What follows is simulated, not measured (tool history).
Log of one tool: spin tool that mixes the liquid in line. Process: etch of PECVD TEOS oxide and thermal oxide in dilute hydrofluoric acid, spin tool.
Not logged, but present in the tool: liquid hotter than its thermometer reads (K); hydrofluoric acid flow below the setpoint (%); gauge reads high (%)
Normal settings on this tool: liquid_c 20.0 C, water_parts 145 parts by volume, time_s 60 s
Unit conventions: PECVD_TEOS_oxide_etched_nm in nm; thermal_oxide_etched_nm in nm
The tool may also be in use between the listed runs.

| run | hour | liquid_c | water_parts | time_s | wafers since the last listed run | hours since the thermometer was replaced | hours since the hydrofluoric acid flow meter was replaced | hours since the gauge calibration | read-back film thickness of the PECVD TEOS oxide reference wafer, read on the same gauge (nm) | read-back film thickness of the thermal oxide reference wafer, read on the same gauge (nm) | PECVD_TEOS_oxide_etched_nm | thermal_oxide_etched_nm |
|---|---|---|---|---|---|---|---|---|---|---|---|---|
| 1 | 0.0 | 20.0 | 125 | 60 | 0 | 1795.6 | 836.9 | 1908.9 | 40.02 | 109.996 | 6.39 | 1.956 |
| 2 | 98.1 | 20.0 | 145 | 60 | 748 | 1893.7 | 935.0 | 2007.0 | 40.00 | 110.003 | 5.33 | 1.653 |
| 3 | 165.4 | 20.0 | 145 | 60 | 513 | 1961.0 | 1002.3 | 2074.3 | 39.99 | 110.010 | 5.35 | 1.646 |
| 4 | 207.2 | 20.0 | 145 | 60 | 318 | 2002.8 | 1044.1 | 2116.1 | 39.98 | 109.998 | 5.43 | 1.652 |
| 5 | 246.0 | 20.0 | 110 | 60 | 295 | 2041.6 | 1082.9 | 2154.9 | 40.01 | 110.007 | 7.34 | 2.216 |
| 6 | 291.8 | 20.0 | 145 | 60 | 349 | 2087.4 | 1128.7 | 2200.7 | 40.00 | 110.006 | 5.36 | 1.604 |
| 7 | 364.6 | 20.0 | 145 | 60 | 555 | 2160.2 | 1201.5 | 2273.5 | 40.01 | 109.996 | 5.39 | 1.624 |
| 8 | 414.7 | 20.0 | 145 | 60 | 382 | 2210.3 | 1251.6 | 2323.6 | 40.00 | 110.007 | 5.40 | 1.671 |
| 9 | 462.2 | 20.0 | 85 | 60 | 362 | 2257.8 | 1299.1 | 2371.1 | 40.01 | 110.001 | 9.82 | 3.014 |
| 10 | 550.5 | 20.0 | 180 | 60 | 673 | 2346.1 | 1387.4 | 2459.4 | 40.01 | 110.004 | 4.12 | 1.283 |
|  | 571.1 | gauge calibrated |
| 11 | 637.0 | 17.5 | 185 | 45 | 659 | 2432.6 | 1473.9 | 65.9 | 40.00 | 109.972 | 2.74 | 0.798 |
|  | 682.6 | thermometer replaced |
| 12 | 735.1 | 17.0 | 90 | 90 | 740 | 52.5 | 1572.0 | 164.0 | 40.00 | 110.007 | 11.55 | 3.535 |
| 13 | 788.3 | 17.0 | 210 | 35 | 405 | 105.7 | 1625.2 | 217.2 | 39.99 | 109.996 | 1.71 | 0.528 |
| 14 | 882.3 | 21.5 | 130 | 60 | 716 | 199.7 | 1719.2 | 311.2 | 40.00 | 110.000 | 6.06 | 1.883 |
| 15 | 957.3 | 22.0 | 125 | 35 | 571 | 274.7 | 1794.2 | 386.2 | 40.01 | 110.013 | 3.79 | 1.161 |
| 16 | 1026.0 | 22.0 | 125 | 35 | 523 | 343.4 | 1862.9 | 454.9 | 39.99 | 110.005 | 3.80 | 1.168 |
|  | 1039.9 | hydrofluoric acid flow meter replaced |
| 17 | 1111.4 | 22.5 | 145 | 60 | 643 | 428.8 | 71.5 | 540.3 | 40.01 | 109.996 | 5.78 | 1.752 |
| 18 | 1166.5 | 20.0 | 120 | 60 | 420 | 483.9 | 126.6 | 595.4 | 40.01 | 109.999 | 6.63 | 2.044 |
| 19 | 1256.8 | 24.5 | 145 | 60 | 688 | 574.2 | 216.9 | 685.7 | 40.01 | 110.016 | 6.23 | 1.980 |
| 20 | 1342.1 | 20.0 | 145 | 60 | 650 | 659.5 | 302.2 | 771.0 | 40.01 | 110.016 | 5.28 | 1.628 |
| 21 | 1550.2 | 20.0 | 145 | 90 | 1586 | 867.6 | 510.3 | 979.1 | 40.01 | 110.001 | 7.95 | 2.426 |
| 22 | 1587.0 | 20.0 | 145 | 45 | 280 | 904.4 | 547.1 | 1015.9 | 40.00 | 109.990 | 3.93 | 1.147 |
| 23 | 1661.8 | 20.0 | 145 | 60 | 570 | 979.2 | 621.9 | 1090.7 | 40.01 | 109.997 | 5.28 | 1.553 |
| 24 | 1722.0 | 17.0 | 185 | 60 | 459 | 1039.4 | 682.1 | 1150.9 | 39.99 | 110.003 | 3.51 | 1.090 |
| 25 | 1793.5 | 23.0 | 175 | 45 | 545 | 1110.9 | 753.6 | 1222.4 | 40.02 | 109.997 | 3.56 | 1.074 |
| 26 | 2076.7 | 22.0 | 100 | 25 | 2159 | 1394.1 | 1036.8 | 1505.6 | 40.00 | 109.999 | 3.66 | 1.161 |

What the log doesn't show, run by run:
gauge reads high (%): 0 across all the runs
H1: liquid hotter than its thermometer reads (K)
H2: hydrofluoric acid flow below the setpoint (%)
| run | H1 | H2 |
|---|---|---|
| 1 | 1.16 | 1.51 |
| 2 | 1.21 | 1.67 |
| 3 | 1.25 | 1.78 |
| 4 | 1.27 | 1.85 |
| 5 | 1.29 | 1.91 |
| 6 | 1.32 | 1.98 |
| 7 | 1.36 | 2.1 |
| 8 | 1.39 | 2.18 |
| 9 | 1.41 | 2.26 |
| 10 | 1.46 | 2.4 |
| 11 | 1.51 | 2.54 |
| 12 | 0.0712 | 2.7 |
| 13 | 0.101 | 2.79 |
| 14 | 0.153 | 2.94 |
| 15 | 0.194 | 3.06 |
| 16 | 0.232 | 3.17 |
| 17 | 0.279 | 0.137 |
| 18 | 0.31 | 0.226 |
| 19 | 0.359 | 0.373 |
| 20 | 0.407 | 0.511 |
| 21 | 0.522 | 0.847 |
| 22 | 0.542 | 0.907 |
| 23 | 0.583 | 1.03 |
| 24 | 0.616 | 1.13 |
| 25 | 0.656 | 1.24 |
| 26 | 0.812 | 1.7 |

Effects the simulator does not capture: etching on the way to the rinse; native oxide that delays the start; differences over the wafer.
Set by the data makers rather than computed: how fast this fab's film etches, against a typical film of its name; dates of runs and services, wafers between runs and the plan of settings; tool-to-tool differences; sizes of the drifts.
